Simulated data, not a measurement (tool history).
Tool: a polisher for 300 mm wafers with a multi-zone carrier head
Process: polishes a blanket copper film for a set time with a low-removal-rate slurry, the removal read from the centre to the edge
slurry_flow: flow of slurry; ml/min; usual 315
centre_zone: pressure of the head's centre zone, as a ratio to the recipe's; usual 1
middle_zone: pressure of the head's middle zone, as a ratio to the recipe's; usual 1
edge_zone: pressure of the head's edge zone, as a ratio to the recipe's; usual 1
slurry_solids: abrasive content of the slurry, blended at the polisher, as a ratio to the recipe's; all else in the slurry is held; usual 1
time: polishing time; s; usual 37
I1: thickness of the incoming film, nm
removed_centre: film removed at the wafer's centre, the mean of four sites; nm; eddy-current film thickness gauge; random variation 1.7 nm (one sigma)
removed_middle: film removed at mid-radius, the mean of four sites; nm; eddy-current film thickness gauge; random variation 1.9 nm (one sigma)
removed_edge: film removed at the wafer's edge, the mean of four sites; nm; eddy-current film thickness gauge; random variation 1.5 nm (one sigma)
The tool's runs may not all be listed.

run 1 hour=0 | slurry_flow=315 centre_zone=1 middle_zone=1 edge_zone=1 slurry_solids=1 time=37 | I1=1293.9 | removed_centre=153.3 removed_middle=152.2 removed_edge=152.3
run 2 hour=31.7 | slurry_flow=315 centre_zone=1 middle_zone=1 edge_zone=1 slurry_solids=1 time=37 | I1=1267.1 | removed_centre=159.6 removed_middle=154.9 removed_edge=149.6
run 3 hour=77.7 | slurry_flow=315 centre_zone=1 middle_zone=1 edge_zone=1 slurry_solids=1 time=37 | I1=1305.4 | removed_centre=159.3 removed_middle=148.9 removed_edge=150.7
run 4 hour=126.1 | slurry_flow=315 centre_zone=1 middle_zone=1 edge_zone=1 slurry_solids=1 time=37 | I1=1283.7 | removed_centre=162.5 removed_middle=151.2 removed_edge=151.9
run 5 hour=158.7 | slurry_flow=315 centre_zone=1 middle_zone=1 edge_zone=1 slurry_solids=1 time=37 | I1=1284.2 | removed_centre=163.9 removed_middle=152.1 removed_edge=150.1
-- hour=195.3 worn pad replaced by a new one
run 6 hour=213.7 | slurry_flow=315 centre_zone=1 middle_zone=1 edge_zone=1 slurry_solids=1 time=37 | I1=1279.2 | removed_centre=169.6 removed_middle=150.8 removed_edge=151.4
-- hour=222.3 centre zone pressure recalibrated
run 7 hour=246 | slurry_flow=315 centre_zone=0.92 middle_zone=0.94 edge_zone=1 slurry_solids=1 time=37 | I1=1284 | removed_centre=143.6 removed_middle=141.5 removed_edge=150.5
-- hour=258 edge zone pressure recalibrated
run 8 hour=284.1 | slurry_flow=315 centre_zone=0.92 middle_zone=0.94 edge_zone=1 slurry_solids=1 time=37 | I1=1266.1 | removed_centre=141.9 removed_middle=145 removed_edge=150.3
-- hour=306.9 carrier head's membrane replaced by a new one
run 9 hour=327.5 | slurry_flow=315 centre_zone=0.92 middle_zone=0.94 edge_zone=1 slurry_solids=1 time=37 | I1=1274.4 | removed_centre=141.1 removed_middle=143.5 removed_edge=148.3
-- hour=367.4 slurry nozzle cleaned
run 10 hour=389.1 | slurry_flow=315 centre_zone=1 middle_zone=1 edge_zone=1 slurry_solids=1 time=37 | I1=1279 | removed_centre=160.9 removed_middle=153.3 removed_edge=152
-- hour=421.3 worn pad replaced by a new one
run 11 hour=430.7 | slurry_flow=315 centre_zone=1.1 middle_zone=1 edge_zone=1 slurry_solids=1 time=33 | I1=1257.4 | removed_centre=156.7 removed_middle=133.9 removed_edge=133.8
run 12 hour=468.4 | slurry_flow=415 centre_zone=1 middle_zone=1 edge_zone=1 slurry_solids=1 time=37 | I1=1285.2 | removed_centre=163.8 removed_middle=154.5 removed_edge=153.4
run 13 hour=500.6 | slurry_flow=315 centre_zone=1 middle_zone=1 edge_zone=1 slurry_solids=1 time=37 | I1=1289.8 | removed_centre=161.2 removed_middle=151 removed_edge=150.9
run 14 hour=543.7 | slurry_flow=315 centre_zone=0.92 middle_zone=1 edge_zone=1 slurry_solids=1 time=44 | I1=1291.2 | removed_centre=179.3 removed_middle=179 removed_edge=175.9
run 15 hour=603.5 | slurry_flow=315 centre_zone=1 middle_zone=1.07 edge_zone=1 slurry_solids=0.9 time=37 | I1=1298.6 | removed_centre=161.9 removed_middle=158.3 removed_edge=145.9
-- hour=654 worn pad replaced by a new one
run 16 hour=660.9 | slurry_flow=230 centre_zone=1.04 middle_zone=1.11 edge_zone=1 slurry_solids=1 time=30 | I1=1256.9 | removed_centre=137 removed_middle=127.6 removed_edge=115.9
-- hour=665.6 centre zone pressure recalibrated
run 17 hour=731.1 | slurry_flow=380 centre_zone=1 middle_zone=1 edge_zone=1.05 slurry_solids=1 time=37 | I1=1275.7 | removed_centre=157.4 removed_middle=156.5 removed_edge=155.4
run 18 hour=794.7 | slurry_flow=315 centre_zone=1 middle_zone=1 edge_zone=1.09 slurry_solids=1 time=37 | I1=1280.6 | removed_centre=156.2 removed_middle=150.1 removed_edge=155
run 19 hour=830 | slurry_flow=250 centre_zone=1 middle_zone=1 edge_zone=1 slurry_solids=1 time=27 | I1=1276.2 | removed_centre=110.8 removed_middle=106.1 removed_edge=106.3
-- hour=863.5 worn pad replaced by a new one
run 20 hour=891 | slurry_flow=215 centre_zone=1 middle_zone=1 edge_zone=1 slurry_solids=1.3 time=37 | I1=1273 | removed_centre=167.8 removed_middle=156.5 removed_edge=156.2

Forecast each of these 5 alternatives for the next run:
run A hour=891.4 | slurry_flow=315 centre_zone=1 middle_zone=1 edge_zone=1 slurry_solids=1.25 time=37 | I1=1295.3 | removed_centre=? removed_middle=? removed_edge=?
run B hour=891.4 | slurry_flow=385 centre_zone=1 middle_zone=1 edge_zone=1 slurry_solids=1 time=37 | I1=1295.3 | removed_centre=? removed_middle=? removed_edge=?
run C hour=891.4 | slurry_flow=380 centre_zone=1 middle_zone=1.06 edge_zone=1 slurry_solids=1 time=37 | I1=1295.3 | removed_centre=? removed_middle=? removed_edge=?
run D hour=891.4 | slurry_flow=315 centre_zone=1 middle_zone=1 edge_zone=1 slurry_solids=0.85 time=37 | I1=1295.3 | removed_centre=? removed_middle=? removed_edge=?
run E hour=891.4 | slurry_flow=315 centre_zone=1 middle_zone=1 edge_zone=0.96 slurry_solids=1 time=37 | I1=1295.3 | removed_centre=? removed_middle=? removed_edge=?

run=A removed_centre=172.6 removed_middle=162.4 removed_edge=159
run=B removed_centre=163.8 removed_middle=153.8 removed_edge=149.9
run=C removed_centre=163.6 removed_middle=160.9 removed_edge=149.7
run=D removed_centre=151.7 removed_middle=142.7 removed_edge=139.7
run=E removed_centre=160.5 removed_middle=151 removed_edge=145
Without the tool's hidden state the same runs would have given:
run=A removed_centre=161.5 removed_middle=162.4 removed_edge=159
run=B removed_centre=153.2 removed_middle=153.8 removed_edge=149.9
run=C removed_centre=153.1 removed_middle=160.9 removed_edge=149.7
run=D removed_centre=141.9 removed_middle=142.7 removed_edge=139.7
run=E removed_centre=150.2 removed_middle=151.1 removed_edge=145

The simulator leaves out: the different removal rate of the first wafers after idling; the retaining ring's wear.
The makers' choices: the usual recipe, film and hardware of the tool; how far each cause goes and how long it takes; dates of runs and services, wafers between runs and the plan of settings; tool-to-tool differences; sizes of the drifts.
